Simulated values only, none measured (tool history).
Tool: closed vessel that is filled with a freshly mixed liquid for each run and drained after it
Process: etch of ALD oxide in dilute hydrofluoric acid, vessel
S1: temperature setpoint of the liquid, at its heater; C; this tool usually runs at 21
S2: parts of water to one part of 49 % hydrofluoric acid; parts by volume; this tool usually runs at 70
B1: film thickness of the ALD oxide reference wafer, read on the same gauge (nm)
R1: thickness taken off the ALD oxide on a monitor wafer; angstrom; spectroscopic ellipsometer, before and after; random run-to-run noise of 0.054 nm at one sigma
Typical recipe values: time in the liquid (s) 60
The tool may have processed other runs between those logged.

{"run": 1, "hour": 0.0, "S1": 18, "S2": 70, "time in the liquid (s)": 60, "B1": 60.02, "R1": 124.5}
{"run": 2, "hour": 14.7, "S1": 18, "S2": 70, "time in the liquid (s)": 60, "B1": 59.98, "R1": 125.5}
{"run": 3, "hour": 32.4, "S1": 18, "S2": 70, "time in the liquid (s)": 60, "B1": 60.04, "R1": 125.1}
{"run": 4, "hour": 49.8, "S1": 21, "S2": 70, "time in the liquid (s)": 60, "B1": 59.99, "R1": 142.2}
{"run": 5, "hour": 69.9, "S1": 21, "S2": 70, "time in the liquid (s)": 60, "B1": 59.95, "R1": 143}
{"hour": 86.6, "done": "thermometer replaced"}
{"run": 6, "hour": 115.8, "S1": 21, "S2": 70, "time in the liquid (s)": 60, "B1": 60, "R1": 144}
{"run": 7, "hour": 125.5, "S1": 21, "S2": 70, "time in the liquid (s)": 70, "B1": 60.02, "R1": 167.5}
{"run": 8, "hour": 135.1, "S1": 21, "S2": 70, "time in the liquid (s)": 70, "B1": 60.03, "R1": 168.4}
{"run": 9, "hour": 141.5, "S1": 21, "S2": 70, "time in the liquid (s)": 70, "B1": 60, "R1": 166.1}
{"hour": 142.0, "done": "gauge calibrated"}
{"run": 10, "hour": 153.2, "S1": 21, "S2": 70, "time in the liquid (s)": 60, "B1": 60.03, "R1": 143.3}
{"hour": 154.2, "done": "hydrofluoric acid flow meter replaced"}
{"run": 11, "hour": 160.5, "S1": 21, "S2": 70, "time in the liquid (s)": 60, "B1": 60.02, "R1": 132.5}
{"run": 12, "hour": 174.1, "S1": 24, "S2": 70, "time in the liquid (s)": 40, "B1": 59.98, "R1": 100.1}
{"run": 13, "hour": 184.2, "S1": 25, "S2": 70, "time in the liquid (s)": 50, "B1": 59.97, "R1": 131.3}
{"run": 14, "hour": 199.5, "S1": 21, "S2": 70, "time in the liquid (s)": 30, "B1": 60, "R1": 66.7}
{"run": 15, "hour": 206.4, "S1": 18, "S2": 60, "time in the liquid (s)": 60, "B1": 59.97, "R1": 138.4}
{"run": 16, "hour": 216.1, "S1": 21, "S2": 70, "time in the liquid (s)": 60, "B1": 60.01, "R1": 133.8}
{"run": 17, "hour": 226.6, "S1": 21, "S2": 70, "time in the liquid (s)": 60, "B1": 60.03, "R1": 133.6}
{"run": 18, "hour": 241.6, "S1": 18, "S2": 70, "time in the liquid (s)": 30, "B1": 60.01, "R1": 59.3}
{"run": 19, "hour": 254.0, "S1": 21, "S2": 70, "time in the liquid (s)": 60, "B1": 59.99, "R1": 134.7}
{"run": 20, "hour": 270.7, "S1": 23.5, "S2": 45, "time in the liquid (s)": 90, "B1": 60.03, "R1": 360.3}
{"run": 21, "hour": 286.8, "S1": 18, "S2": 35, "time in the liquid (s)": 50, "B1": 60, "R1": 205.3}
{"run": 22, "hour": 300.2, "S1": 18, "S2": 70, "time in the liquid (s)": 60, "B1": 60, "R1": 118.2}
{"run": 23, "hour": 338.6, "S1": 21, "S2": 70, "time in the liquid (s)": 60, "B1": 59.96, "R1": 134.2}
{"run": 24, "hour": 352.4, "S1": 21, "S2": 70, "time in the liquid (s)": 60, "B1": 60.01, "R1": 135.3}
{"run": 25, "hour": 362.3, "S1": 22.5, "S2": 95, "time in the liquid (s)": 90, "B1": 60.01, "R1": 153.8}
{"run": 26, "hour": 377.4, "S1": 24.5, "S2": 95, "time in the liquid (s)": 60, "B1": 59.99, "R1": 110.6}
{"run": 27, "hour": 386.0, "S1": 21, "S2": 50, "time in the liquid (s)": 60, "B1": 59.99, "R1": 193.5}
{"run": 28, "hour": 397.5, "S1": 21, "S2": 60, "time in the liquid (s)": 60, "B1": 60, "R1": 158.5}
{"run": 29, "hour": 410.2, "S1": 25.5, "S2": 70, "time in the liquid (s)": 40, "B1": 60.03, "R1": 107.8}
{"run": 30, "hour": 420.9, "S1": 21, "S2": 70, "time in the liquid (s)": 60, "B1": 60.02, "R1": 135.2}
{"run": 31, "hour": 432.5, "S1": 24.5, "S2": 90, "time in the liquid (s)": 60, "B1": 60, "R1": 117.1}
{"run": 32, "hour": 447.2, "S1": 18.5, "S2": 80, "time in the liquid (s)": 60, "B1": 59.97, "R1": 105}
{"run": 33, "hour": 454.5, "S1": 17, "S2": 85, "time in the liquid (s)": 80, "B1": 59.99, "R1": 123.5}

Forecast each of these 5 alternatives for the next run:
{"run": "A", "hour": 455.2, "S1": 21, "S2": 70, "time in the liquid (s)": 60, "B1": "?", "R1": "?"}
{"run": "B", "hour": 455.2, "S1": 21, "S2": 100, "time in the liquid (s)": 70, "B1": "?", "R1": "?"}
{"run": "C", "hour": 455.2, "S1": 17, "S2": 70, "time in the liquid (s)": 60, "B1": "?", "R1": "?"}
{"run": "D", "hour": 455.2, "S1": 26, "S2": 95, "time in the liquid (s)": 75, "B1": "?", "R1": "?"}
{"run": "E", "hour": 455.2, "S1": 26, "S2": 70, "time in the liquid (s)": 60, "B1": "?", "R1": "?"}

run=A B1=60 R1=134.4
run=B B1=60 R1=106
run=C B1=60 R1=113.5
run=D B1=60 R1=146.8
run=E B1=60 R1=164.7
Had the tool no hidden state, the same runs would have come out as:
run=A R1=132.4
run=B R1=104.4
run=C R1=111.8
run=D R1=144.6
run=E R1=162.3
